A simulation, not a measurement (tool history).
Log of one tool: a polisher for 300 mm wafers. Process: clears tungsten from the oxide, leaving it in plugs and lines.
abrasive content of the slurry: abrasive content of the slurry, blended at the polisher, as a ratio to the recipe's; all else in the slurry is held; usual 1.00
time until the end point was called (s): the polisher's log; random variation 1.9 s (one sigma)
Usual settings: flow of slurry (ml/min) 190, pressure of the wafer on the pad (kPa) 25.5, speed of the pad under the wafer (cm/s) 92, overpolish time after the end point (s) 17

run	day	flow of slurry (ml/min)	pressure of the wafer on the pad (kPa)	speed of the pad under the wafer (cm/s)	abrasive content of the slurry	overpolish time after the end point (s)	incoming thickness of the incoming film, nm	time until the end point was called (s)
1	0.000	240	25.5	80	1.00	17	465.1	127.6
2	0.350	240	25.5	80	1.00	17	460.1	133.9
# day 0.683: worn pad replaced by a new one
3	0.704	240	25.5	80	1.00	17	474.3	137.5
# day 1.133: slurry blender recalibrated
4	1.279	190	25.5	92	1.00	17	471.8	116.2
5	1.904	190	25.5	92	1.00	17	475.6	116.6
6	2.492	190	25.5	92	1.00	17	469.7	116.9
7	2.758	190	25.5	92	1.00	17	468.8	111.0
8	3.358	190	25.5	106	0.90	20	465.2	98.0
9	3.850	190	25.5	92	1.00	14	469.3	120.0
10	4.429	175	33.1	92	1.00	17	474.7	93.6
11	5.129	190	16.5	108	1.00	17	463.0	147.6
12	5.404	190	25.5	92	1.00	17	471.2	119.8
# day 5.688: worn pad replaced by a new one
13	5.775	190	17.2	108	1.00	17	470.9	151.0
# day 5.975: slurry nozzle cleaned
# day 7.175: slurry tank refilled with fresh slurry and peroxide
14	7.717	190	25.5	92	1.00	17	475.5	110.3
15	7.979	190	25.5	92	1.15	17	468.2	106.7
16	8.388	250	25.5	78	1.00	17	466.6	128.3
17	8.662	190	25.5	92	1.00	23	474.7	110.0
18	9.092	230	25.5	92	1.00	17	464.9	108.3
19	9.396	190	25.5	92	1.00	17	467.9	111.0
20	9.996	235	17.2	104	1.00	14	461.8	135.7
# day 10.421: worn pad replaced by a new one
21	11.225	170	17.2	120	1.25	17	469.5	121.3
22	11.762	190	25.5	78	1.00	17	467.1	138.8
23	12.412	190	25.5	92	1.00	17	463.9	112.9
24	13.008	190	18.6	92	1.00	17	469.3	167.3
25	13.438	190	34.5	112	1.00	12	470.3	70.9
# day 13.783: slurry tank refilled with fresh slurry and peroxide
26	13.950	190	25.5	92	1.00	17	471.3	120.5

4 ways to go on from here, each from the tool as it stands after run 26. What would each give?
A	13.971	190	25.5	92	1.00	17	472.7	?
B	13.971	190	25.5	114	1.00	17	472.7	?
C	13.971	235	25.5	108	1.25	23	472.7	?
D	13.971	165	25.5	64	1.00	9	472.7	?

run	time until the end point was called (s)
A	120.1
B	97.0
C	93.4
D	178.7
Without the tool's hidden state the same runs would have given:
run	time until the end point was called (s)
A	102.7
B	82.9
C	80.7
D	151.1

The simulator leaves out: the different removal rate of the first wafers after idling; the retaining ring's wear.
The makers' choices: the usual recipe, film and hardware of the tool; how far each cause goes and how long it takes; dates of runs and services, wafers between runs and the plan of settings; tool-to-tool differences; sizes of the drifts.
